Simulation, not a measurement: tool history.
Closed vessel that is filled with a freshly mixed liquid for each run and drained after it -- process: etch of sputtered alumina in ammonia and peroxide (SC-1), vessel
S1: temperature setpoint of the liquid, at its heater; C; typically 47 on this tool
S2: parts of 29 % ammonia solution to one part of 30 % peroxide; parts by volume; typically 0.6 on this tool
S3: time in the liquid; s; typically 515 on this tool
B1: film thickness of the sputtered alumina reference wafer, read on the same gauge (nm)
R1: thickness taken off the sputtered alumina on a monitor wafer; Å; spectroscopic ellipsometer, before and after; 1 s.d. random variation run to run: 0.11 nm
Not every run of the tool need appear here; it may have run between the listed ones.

run,day,S1,S2,S3,B1,R1
1,0,47,0.6,515,119.99,246.1
2,0.562,52,0.6,515,120.02,321.6
3,1.092,47,0.6,515,119.97,246.6
4,1.4,47,0.6,515,119.95,244.1
5,1.862,47,0.6,515,119.98,246.6
6,2.483,43.5,0.6,515,119.99,204.2
7,2.867,43.5,0.6,515,120,203.2
8,3.442,43.5,0.6,515,120.05,200.6
9,4.075,47,0.6,445,119.99,214.1
10,4.354,47,0.6,445,120,213.5
11,4.679,47,0.6,515,119.98,245.3
12,5.388,47,0.7,515,120,251.6
13,5.95,47,0.6,250,119.97,121.1
# day 6.196: ammonia flow meter replaced
14,6.662,41,0.35,515,119.99,168
15,7.258,47,0.6,515,120.03,249.6
16,7.796,47,0.6,515,120.03,248.2
# day 8.367: thermometer replaced
17,8.446,38,0.5,410,120.03,103.4
# day 8.667: new drum of ammonia solution connected
# day 8.688: gauge calibrated
18,8.779,47,0.6,260,120,111.3
19,9.504,39.5,0.6,710,120,198.3
20,10.088,47,0.3,515,119.99,207.8
21,10.825,39.5,0.35,315,119.96,83.2
22,11.258,41.5,0.35,635,119.99,191.4
23,11.896,47,0.6,515,120.05,222.5
24,12.525,56.5,0.5,515,120.02,366.7
25,12.846,47,0.6,515,120.06,222.5
26,15.079,47,0.6,515,119.99,223.4
27,15.462,50.5,0.45,745,119.99,383.7

Measured minus without-hidden-state, run by run (identical run-to-run variation in each term; gauge scatter may differ):
Hidden state present: liquid hotter than its thermometer reads (K); ammonia flow below the setpoint (%); ammonia solution weaker than its label (%); gauge reads high (%).
run,R1
1,+27.6
2,+35.1
3,+28.1
4,+27.9
5,+28.3
6,+24.2
7,+24.3
8,+24.2
9,+25.4
10,+25.4
11,+29.3
12,+30.5
13,+14.8
14,+21.5
15,+31
16,+31
17,+1.7
18,+1.8
19,+3.5
20,+3.7
21,+1.7
22,+3.9
23,+4.8
24,+7.8
25,+5.2
26,+6.1
27,+10.6
